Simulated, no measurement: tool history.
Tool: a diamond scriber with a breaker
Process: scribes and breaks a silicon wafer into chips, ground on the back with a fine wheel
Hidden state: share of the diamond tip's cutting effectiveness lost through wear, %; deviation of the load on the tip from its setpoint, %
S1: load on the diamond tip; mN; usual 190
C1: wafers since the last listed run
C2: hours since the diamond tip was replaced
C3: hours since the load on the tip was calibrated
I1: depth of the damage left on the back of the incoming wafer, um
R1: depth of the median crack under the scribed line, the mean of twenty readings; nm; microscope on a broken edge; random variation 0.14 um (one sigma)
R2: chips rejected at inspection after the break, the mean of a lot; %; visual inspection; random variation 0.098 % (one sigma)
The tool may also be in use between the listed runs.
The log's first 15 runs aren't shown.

run   hour   S1  C1     C2     C3    I1     R1     R2
 16  178.7  154  20  905.9   37.7  1.55   8270  11.76
 17    194  154  32  921.2     53  2.35   8150  13.67
 18  202.8  190  18    930   61.8   1.6   9180    5.5
 19  212.3  190  20  939.5   71.3  1.87   9190   5.79
 20  225.7  174  28  952.9   84.7  2.43   8800   9.54
 21    240  213  30  967.2     99  2.82   9710   6.25
 22  252.1  190  25  979.3  111.1  2.26   9100   6.73
 23  262.6  219  22  989.8  121.6   1.8   9810    3.2
       268  -- diamond tip replaced by a new one
 24  270.1  151  11    2.1  129.1  2.05  10320   3.45
 25  282.1  164  25   14.1  141.1  2.89  10490   4.19
 26  299.3  190  36   31.3  158.3  2.83  11340      3
 27  306.7  169  15   38.7  165.7  1.59  10360   2.14
 28  316.5  210  20   48.5  175.5   2.9  11940   2.72
 29  329.6  213  27   61.6  188.6  1.65  11990   1.29
 30  353.3  234  50   85.3  212.3  1.53  12180   1.67
 31  368.8  207  32  100.8  227.8  2.66  11390   2.61
 32  378.8  172  21  110.8  237.8  1.83  10230   2.51
 33  396.7  154  38  128.7  255.7  1.57   9480   4.54
 34  409.1  222  26  141.1  268.1  2.98  11670   2.98

Forecast each of these 4 alternatives for the next run:
  A  409.8  190   1  141.8  268.8  2.38   ?   ?
  B  409.8  236   1  141.8  268.8  2.38   ?   ?
  C  409.8  243   1  141.8  268.8  2.38   ?   ?
  D  409.8  218   1  141.8  268.8  2.38   ?   ?

run     R1    R2
  A  10660   2.4
  B  12100  1.98
  C  12310  2.13
  D  11550  1.82
Without the tool's hidden state the same runs would have given:
run     R1    R2
  A  11390  1.85
  B  12930  2.81
  C  13160  3.15
  D  12340  2.15

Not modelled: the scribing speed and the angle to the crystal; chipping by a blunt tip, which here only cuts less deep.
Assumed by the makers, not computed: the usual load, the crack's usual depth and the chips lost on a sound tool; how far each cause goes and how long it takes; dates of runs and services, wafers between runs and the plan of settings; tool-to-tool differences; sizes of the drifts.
